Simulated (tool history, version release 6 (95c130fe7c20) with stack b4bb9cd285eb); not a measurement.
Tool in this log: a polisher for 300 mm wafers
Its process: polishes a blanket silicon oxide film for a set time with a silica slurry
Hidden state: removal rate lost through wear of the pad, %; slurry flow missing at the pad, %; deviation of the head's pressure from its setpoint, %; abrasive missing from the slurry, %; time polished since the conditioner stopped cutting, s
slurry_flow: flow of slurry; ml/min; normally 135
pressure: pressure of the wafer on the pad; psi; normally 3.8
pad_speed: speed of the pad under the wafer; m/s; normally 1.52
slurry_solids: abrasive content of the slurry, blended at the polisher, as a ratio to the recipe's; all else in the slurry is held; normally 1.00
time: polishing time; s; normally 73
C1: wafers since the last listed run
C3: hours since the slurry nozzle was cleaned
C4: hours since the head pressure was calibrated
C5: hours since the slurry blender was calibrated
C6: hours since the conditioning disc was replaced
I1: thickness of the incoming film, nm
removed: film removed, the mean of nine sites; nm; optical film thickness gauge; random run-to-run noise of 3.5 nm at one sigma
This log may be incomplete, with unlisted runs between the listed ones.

{"run": 1, "hour": 0.0, "slurry_flow": 150, "pressure": 3.8, "pad_speed": 1.52, "slurry_solids": 1.0, "time": 73, "C1": 0, "wafers polished on this pad": 530, "C3": 341.4, "C4": 75.5, "C5": 386.5, "C6": 18.8, "I1": 918.8, "removed": 261.6}
{"run": 2, "hour": 28.3, "slurry_flow": 150, "pressure": 3.8, "pad_speed": 1.52, "slurry_solids": 1.0, "time": 73, "C1": 327, "wafers polished on this pad": 858, "C3": 369.7, "C4": 103.8, "C5": 414.8, "C6": 47.1, "I1": 897.9, "removed": 256.3}
{"run": 3, "hour": 58.3, "slurry_flow": 150, "pressure": 3.8, "pad_speed": 1.52, "slurry_solids": 1.0, "time": 73, "C1": 347, "wafers polished on this pad": 1205, "C3": 399.7, "C4": 133.8, "C5": 444.8, "C6": 77.1, "I1": 893.7, "removed": 252.6}
{"hour": 112.1, "done": "slurry blender recalibrated"}
{"run": 4, "hour": 125.9, "slurry_flow": 135, "pressure": 3.8, "pad_speed": 1.52, "slurry_solids": 1.0, "time": 73, "C1": 759, "wafers polished on this pad": 1965, "C3": 467.3, "C4": 201.4, "C5": 13.8, "C6": 144.7, "I1": 917.8, "removed": 237.7}
{"hour": 182.5, "done": "slurry nozzle cleaned"}
{"run": 5, "hour": 194.5, "slurry_flow": 135, "pressure": 3.8, "pad_speed": 1.52, "slurry_solids": 1.0, "time": 73, "C1": 782, "wafers polished on this pad": 2747, "C3": 12.0, "C4": 270.0, "C5": 82.4, "C6": 213.3, "I1": 895.1, "removed": 256.8}
{"run": 6, "hour": 234.5, "slurry_flow": 165, "pressure": 3.8, "pad_speed": 1.52, "slurry_solids": 1.0, "time": 73, "C1": 463, "wafers polished on this pad": 3211, "C3": 52.0, "C4": 310.0, "C5": 122.4, "C6": 253.3, "I1": 921.3, "removed": 260.4}
{"run": 7, "hour": 259.9, "slurry_flow": 135, "pressure": 3.8, "pad_speed": 1.52, "slurry_solids": 1.0, "time": 84, "C1": 294, "wafers polished on this pad": 3505, "C3": 77.4, "C4": 335.4, "C5": 147.8, "C6": 278.7, "I1": 903.9, "removed": 276.1}
{"run": 8, "hour": 285.2, "slurry_flow": 135, "pressure": 3.8, "pad_speed": 1.88, "slurry_solids": 1.0, "time": 73, "C1": 292, "wafers polished on this pad": 3798, "C3": 102.7, "C4": 360.7, "C5": 173.1, "C6": 304.0, "I1": 921.0, "removed": 273.7}
{"run": 9, "hour": 345.5, "slurry_flow": 175, "pressure": 3.8, "pad_speed": 1.36, "slurry_solids": 0.85, "time": 73, "C1": 698, "wafers polished on this pad": 4496, "C3": 163.0, "C4": 421.0, "C5": 233.4, "C6": 364.3, "I1": 920.3, "removed": 207.9}
{"hour": 393.6, "done": "conditioning disc replaced and pad reconditioned"}
{"hour": 401.3, "done": "worn pad replaced by a new one"}
{"run": 10, "hour": 416.8, "slurry_flow": 135, "pressure": 2.7, "pad_speed": 1.24, "slurry_solids": 1.15, "time": 93, "C1": 756, "wafers polished on this pad": 178, "C3": 234.3, "C4": 492.3, "C5": 304.7, "C6": 23.2, "I1": 896.2, "removed": 216.2}
{"run": 11, "hour": 474.6, "slurry_flow": 135, "pressure": 3.8, "pad_speed": 1.52, "slurry_solids": 1.0, "time": 73, "C1": 669, "wafers polished on this pad": 848, "C3": 292.1, "C4": 550.1, "C5": 362.5, "C6": 81.0, "I1": 900.5, "removed": 250.0}
{"hour": 485.6, "done": "head pressure recalibrated"}
{"run": 12, "hour": 546.4, "slurry_flow": 135, "pressure": 3.8, "pad_speed": 1.78, "slurry_solids": 1.0, "time": 54, "C1": 808, "wafers polished on this pad": 1656, "C3": 363.9, "C4": 60.8, "C5": 434.3, "C6": 152.8, "I1": 920.1, "removed": 198.6}
{"hour": 554.1, "done": "slurry blender recalibrated"}
{"hour": 744.7, "done": "worn pad replaced by a new one"}
{"run": 13, "hour": 748.8, "slurry_flow": 135, "pressure": 3.8, "pad_speed": 1.52, "slurry_solids": 1.0, "time": 73, "C1": 2273, "wafers polished on this pad": 48, "C3": 566.3, "C4": 263.2, "C5": 194.7, "C6": 355.2, "I1": 919.4, "removed": 216.7}
{"hour": 766.7, "done": "slurry nozzle cleaned"}
{"run": 14, "hour": 796.5, "slurry_flow": 105, "pressure": 3.8, "pad_speed": 2.04, "slurry_solids": 0.75, "time": 73, "C1": 540, "wafers polished on this pad": 588, "C3": 29.8, "C4": 310.9, "C5": 242.4, "C6": 402.9, "I1": 915.7, "removed": 243.6}
{"run": 15, "hour": 826.6, "slurry_flow": 115, "pressure": 3.8, "pad_speed": 1.52, "slurry_solids": 1.0, "time": 73, "C1": 348, "wafers polished on this pad": 937, "C3": 59.9, "C4": 341.0, "C5": 272.5, "C6": 433.0, "I1": 913.4, "removed": 225.1}
{"hour": 841.8, "done": "conditioning disc replaced and pad reconditioned"}
{"run": 16, "hour": 874.3, "slurry_flow": 90, "pressure": 3.8, "pad_speed": 2.02, "slurry_solids": 1.0, "time": 47, "C1": 529, "wafers polished on this pad": 1466, "C3": 107.6, "C4": 388.7, "C5": 320.2, "C6": 32.5, "I1": 905.6, "removed": 189.6}
{"run": 17, "hour": 932.3, "slurry_flow": 135, "pressure": 3.8, "pad_speed": 1.52, "slurry_solids": 1.0, "time": 73, "C1": 671, "wafers polished on this pad": 2137, "C3": 165.6, "C4": 446.7, "C5": 378.2, "C6": 90.5, "I1": 926.0, "removed": 257.3}
{"run": 18, "hour": 977.0, "slurry_flow": 135, "pressure": 3.8, "pad_speed": 1.52, "slurry_solids": 1.0, "time": 73, "C1": 517, "wafers polished on this pad": 2655, "C3": 210.3, "C4": 491.4, "C5": 422.9, "C6": 135.2, "I1": 900.8, "removed": 247.8}
{"hour": 993.0, "done": "head pressure recalibrated"}
{"run": 19, "hour": 1003.5, "slurry_flow": 95, "pressure": 3.4, "pad_speed": 1.7, "slurry_solids": 1.0, "time": 73, "C1": 283, "wafers polished on this pad": 2939, "C3": 236.8, "C4": 10.5, "C5": 449.4, "C6": 161.7, "I1": 894.5, "removed": 219.3}
{"hour": 1017.0, "done": "slurry blender recalibrated"}
{"run": 20, "hour": 1052.5, "slurry_flow": 135, "pressure": 3.8, "pad_speed": 1.52, "slurry_solids": 1.0, "time": 54, "C1": 544, "wafers polished on this pad": 3483, "C3": 285.8, "C4": 59.5, "C5": 35.5, "C6": 210.7, "I1": 922.4, "removed": 170.9}
{"run": 21, "hour": 1080.8, "slurry_flow": 135, "pressure": 3.3, "pad_speed": 1.52, "slurry_solids": 1.15, "time": 73, "C1": 327, "wafers polished on this pad": 3810, "C3": 314.1, "C4": 87.8, "C5": 63.8, "C6": 239.0, "I1": 898.7, "removed": 214.9}
{"hour": 1101.5, "done": "worn pad replaced by a new one"}
{"run": 22, "hour": 1123.6, "slurry_flow": 135, "pressure": 3.8, "pad_speed": 1.52, "slurry_solids": 1.0, "time": 73, "C1": 449, "wafers polished on this pad": 255, "C3": 356.9, "C4": 130.6, "C5": 106.6, "C6": 281.8, "I1": 907.8, "removed": 227.6}
{"run": 23, "hour": 1191.2, "slurry_flow": 135, "pressure": 3.8, "pad_speed": 1.32, "slurry_solids": 1.0, "time": 96, "C1": 782, "wafers polished on this pad": 1037, "C3": 424.5, "C4": 198.2, "C5": 174.2, "C6": 349.4, "I1": 898.2, "removed": 270.8}
{"hour": 1244.9, "done": "conditioning disc replaced and pad reconditioned"}
{"run": 24, "hour": 1258.3, "slurry_flow": 135, "pressure": 5.0, "pad_speed": 1.52, "slurry_solids": 1.0, "time": 55, "C1": 753, "wafers polished on this pad": 1791, "C3": 491.6, "C4": 265.3, "C5": 241.3, "C6": 13.4, "I1": 916.4, "removed": 247.6}
{"run": 25, "hour": 1322.8, "slurry_flow": 135, "pressure": 3.8, "pad_speed": 1.52, "slurry_solids": 1.0, "time": 73, "C1": 746, "wafers polished on this pad": 2538, "C3": 556.1, "C4": 329.8, "C5": 305.8, "C6": 77.9, "I1": 900.9, "removed": 249.8}

Each row is a separate what-if for the run after 25, all from the same tool condition, not one after another. Results?
{"run": "A", "hour": 1323.3, "slurry_flow": 135, "pressure": 4.3, "pad_speed": 1.52, "slurry_solids": 1.0, "time": 73, "C1": 5, "wafers polished on this pad": 2544, "C3": 556.6, "C4": 330.3, "C5": 306.3, "C6": 78.4, "I1": 911.6, "removed": "?"}
{"run": "B", "hour": 1323.3, "slurry_flow": 135, "pressure": 4.9, "pad_speed": 1.52, "slurry_solids": 1.0, "time": 73, "C1": 5, "wafers polished on this pad": 2544, "C3": 556.6, "C4": 330.3, "C5": 306.3, "C6": 78.4, "I1": 911.6, "removed": "?"}
{"run": "C", "hour": 1323.3, "slurry_flow": 120, "pressure": 3.8, "pad_speed": 1.52, "slurry_solids": 1.25, "time": 73, "C1": 5, "wafers polished on this pad": 2544, "C3": 556.6, "C4": 330.3, "C5": 306.3, "C6": 78.4, "I1": 911.6, "removed": "?"}
{"run": "D", "hour": 1323.3, "slurry_flow": 180, "pressure": 3.3, "pad_speed": 1.52, "slurry_solids": 1.2, "time": 66, "C1": 5, "wafers polished on this pad": 2544, "C3": 556.6, "C4": 330.3, "C5": 306.3, "C6": 78.4, "I1": 911.6, "removed": "?"}

run=A removed=283.5
run=B removed=320.8
run=C removed=265.2
run=D removed=224.9
The same runs, with their run-to-run variation unchanged, on a tool lacking any hidden condition would have given:
run=A removed=328.8
run=B removed=374.7
run=C removed=308.2
run=D removed=253.2
